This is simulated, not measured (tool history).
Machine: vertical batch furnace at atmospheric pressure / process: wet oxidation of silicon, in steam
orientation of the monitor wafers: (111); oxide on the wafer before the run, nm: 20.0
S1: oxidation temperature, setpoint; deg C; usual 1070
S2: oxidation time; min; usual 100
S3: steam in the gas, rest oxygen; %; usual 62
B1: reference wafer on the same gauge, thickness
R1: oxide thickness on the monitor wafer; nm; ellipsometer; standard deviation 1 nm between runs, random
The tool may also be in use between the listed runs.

| run | hour | S1 | S2 | S3 | B1 | R1 |
|---|---|---|---|---|---|---|
| 1 | 0 | 1070 | 70 | 62 | 644.7 | 563.32 |
| 2 | 15.9 | 1070 | 70 | 62 | 644.96 | 565.36 |
| 3 | 39.8 | 1070 | 70 | 62 | 644.94 | 563.49 |
| 4 | 61.3 | 1070 | 112.5 | 67 | 644.88 | 762.22 |
| 5 | 91.8 | 1070 | 112.5 | 67 | 644.83 | 764.32 |
| 6 | 115 | 1070 | 112.5 | 67 | 644.74 | 763.67 |
| 7 | 153.6 | 1070 | 100 | 62 | 645.51 | 684.94 |
| 8 | 183 | 1070 | 100 | 62 | 644.28 | 687.01 |
| 9 | 203.1 | 1070 | 100 | 62 | 644.89 | 684.43 |
| 10 | 223.7 | 1088 | 64 | 62 | 644.9 | 571.74 |
| 11 | 241.9 | 1088 | 64 | 62 | 644.83 | 573.73 |
| 12 | 267.7 | 1088 | 64 | 62 | 644.7 | 571.7 |
| 13 | 284 | 1070 | 100 | 62 | 644.54 | 686.25 |
| 14 | 317 | 1070 | 100 | 62 | 644.75 | 683.24 |
| 15 | 331.4 | 1070 | 100 | 62 | 644.71 | 685.49 |
| 16 | 360.7 | 1070 | 75.5 | 62 | 644.65 | 585.62 |
| 17 | 376.4 | 1070 | 100 | 62 | 644.67 | 683.57 |
| 18 | 392.7 | 1070 | 100 | 62 | 645.38 | 682.34 |
|  | 420.1 | thermocouples replaced and temperature profile calibrated |
| 19 | 423 | 1070 | 100 | 51 | 645.24 | 613.55 |
| 20 | 443.8 | 1070 | 100 | 70 | 644.99 | 727.15 |
| 21 | 456.3 | 1087 | 100 | 73 | 645.19 | 791.04 |
|  | 509.1 | steam generator serviced |
|  | 531.1 | gauge calibrated |
| 22 | 537.6 | 1047 | 63.5 | 70 | 644.73 | 523.61 |
| 23 | 584.6 | 1070 | 100 | 70 | 644.72 | 739.5 |
| 24 | 619.2 | 1059 | 75.5 | 65 | 645.22 | 582.98 |
| 25 | 632 | 1084 | 129 | 57 | 645.02 | 793.67 |
| 26 | 659.3 | 1070 | 100 | 51 | 645.21 | 620.71 |
| 27 | 673.9 | 1061 | 65 | 62 | 645.48 | 526.62 |
| 28 | 711.7 | 1053 | 67.5 | 54 | 645.22 | 480.02 |
| 29 | 747.2 | 1070 | 100 | 62 | 644.98 | 689.51 |
| 30 | 773.5 | 1070 | 100 | 62 | 645.29 | 690.43 |
| 31 | 788.3 | 1055 | 125 | 62 | 645.19 | 737.96 |
| 32 | 818.4 | 1070 | 126.5 | 62 | 644.61 | 785.1 |
| 33 | 881.8 | 1070 | 51 | 62 | 644.72 | 474.44 |

A few steps of R1 between consecutive runs. Split each: what settings, incoming material and random variation would produce without the hidden state, and what is left over for the hidden state, along with gauge scatter present in only one of the two compared results (measured, and without hidden state):
Unlogged tool condition in this case: true tube temperature minus thermocouple reading, K; steam share off its setpoint, % of the setpoint; gauge reads high (%).
Run 3 -> 4: S2 70 -> 112.5, S3 62 -> 67. R1 +198.73 nm: hidden state -1.33, all else +200.06.
Run 19 -> 20: S3 51 -> 70. R1 +113.6 nm: hidden state -1.52, all else +115.12.
Run 21 -> 22: S1 1087 -> 1047, S2 100 -> 63.5, S3 73 -> 70, steam generator serviced, gauge calibrated. R1 -267.43 nm: hidden state +9.57, all else -277.
Run 22 -> 23: S1 1047 -> 1070, S2 63.5 -> 100. R1 +215.89 nm: hidden state -0.04, all else +215.93.
Run 32 -> 33: S2 126.5 -> 51. R1 -310.66 nm: hidden state +0.07, all else -310.73.
